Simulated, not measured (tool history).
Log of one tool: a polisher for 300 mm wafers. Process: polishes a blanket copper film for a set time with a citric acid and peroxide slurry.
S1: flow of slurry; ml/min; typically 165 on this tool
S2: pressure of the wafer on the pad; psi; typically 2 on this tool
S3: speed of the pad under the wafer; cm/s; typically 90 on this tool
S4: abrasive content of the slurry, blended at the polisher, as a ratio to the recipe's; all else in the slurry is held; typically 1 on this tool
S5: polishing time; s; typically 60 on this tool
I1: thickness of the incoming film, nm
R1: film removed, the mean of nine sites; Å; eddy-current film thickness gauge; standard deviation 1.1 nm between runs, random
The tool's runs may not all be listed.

run   hour   S1   S2   S3    S4  S5     I1    R1
  1      0  165    2   90     1  71  807.4  1031
      34.6  -- worn pad replaced by a new one
  2   35.1  165    2   90     1  71  808.5  1007
  3   52.2  165    2   90     1  60  806.5   864
  4   88.1  165    2   90     1  60  812.3   849
  5  110.4  165    2   90     1  60  811.5   858
  6  127.3  165    2   90     1  60  811.5   862
     133.8  -- slurry blender recalibrated
  7  151.4  165    2   90     1  60  815.7   841
     187.1  -- worn pad replaced by a new one
  8  187.6  165  2.2   90  1.25  60  815.5   916
  9  219.5  165  2.2   90  1.25  60  803.3   931
 10  246.4  165    2   90     1  60  809.9   843
     251.9  -- head pressure recalibrated
 11  277.4  165    2   90     1  60  812.1   844
     283.5  -- slurry blender recalibrated
 12    294  165    2   90     1  60    803   855
 13  323.4  165    2   90     1  60  803.4   836
     329.8  -- worn pad replaced by a new one
 14  356.3  165    2   90   0.9  60    801   821
 15  378.1  165    2   90  1.15  60  804.7   836
 16  394.3  150    2   80  0.85  60  823.7   694
     424.8  -- slurry blender recalibrated
     428.2  -- slurry nozzle cleaned
 17  429.4  165    2  114     1  60  809.9  1123
 18  448.6  165    2   90     1  60    804   886
     467.8  -- worn pad replaced by a new one
 19  487.8  190    2   90  1.25  60  805.2   926
 20    507  115  1.7   90     1  60  823.2   721
 21  530.8  145    2   90  0.85  60  800.9   838
 22    554  165    2   90  0.75  69  807.8   973
     564.4  -- slurry blender recalibrated
     569.6  -- head pressure recalibrated
 23  574.8  165    2   90   0.8  48    809   660
 24  588.8  115  2.4   90  1.15  78  811.6  1186
     610.2  -- worn pad replaced by a new one
 25  612.5  165    2   90     1  60  814.8   855
 26  647.8  190  1.6   72     1  54  812.3   539
 27  673.9  220  1.4   90   0.9  60  814.7   676
 28  708.5  165    2   90     1  60  810.6   862

Each run again, without the hidden state but with its own random variation kept:
What the log doesn't record here: removal rate lost through wear of the pad, %; slurry flow missing at the pad, %; deviation of the head's pressure from its setpoint, %; abrasive missing from the slurry, %.
run    R1
  1  1065
  2  1046
  3   900
  4   889
  5   901
  6   907
  7   888
  8   970
  9   988
 10   896
 11   900
 12   912
 13   893
 14   878
 15   895
 16   748
 17  1129
 18   894
 19   941
 20   744
 21   863
 22  1004
 23   683
 24  1249
 25   891
 26   560
 27   701
 28   908

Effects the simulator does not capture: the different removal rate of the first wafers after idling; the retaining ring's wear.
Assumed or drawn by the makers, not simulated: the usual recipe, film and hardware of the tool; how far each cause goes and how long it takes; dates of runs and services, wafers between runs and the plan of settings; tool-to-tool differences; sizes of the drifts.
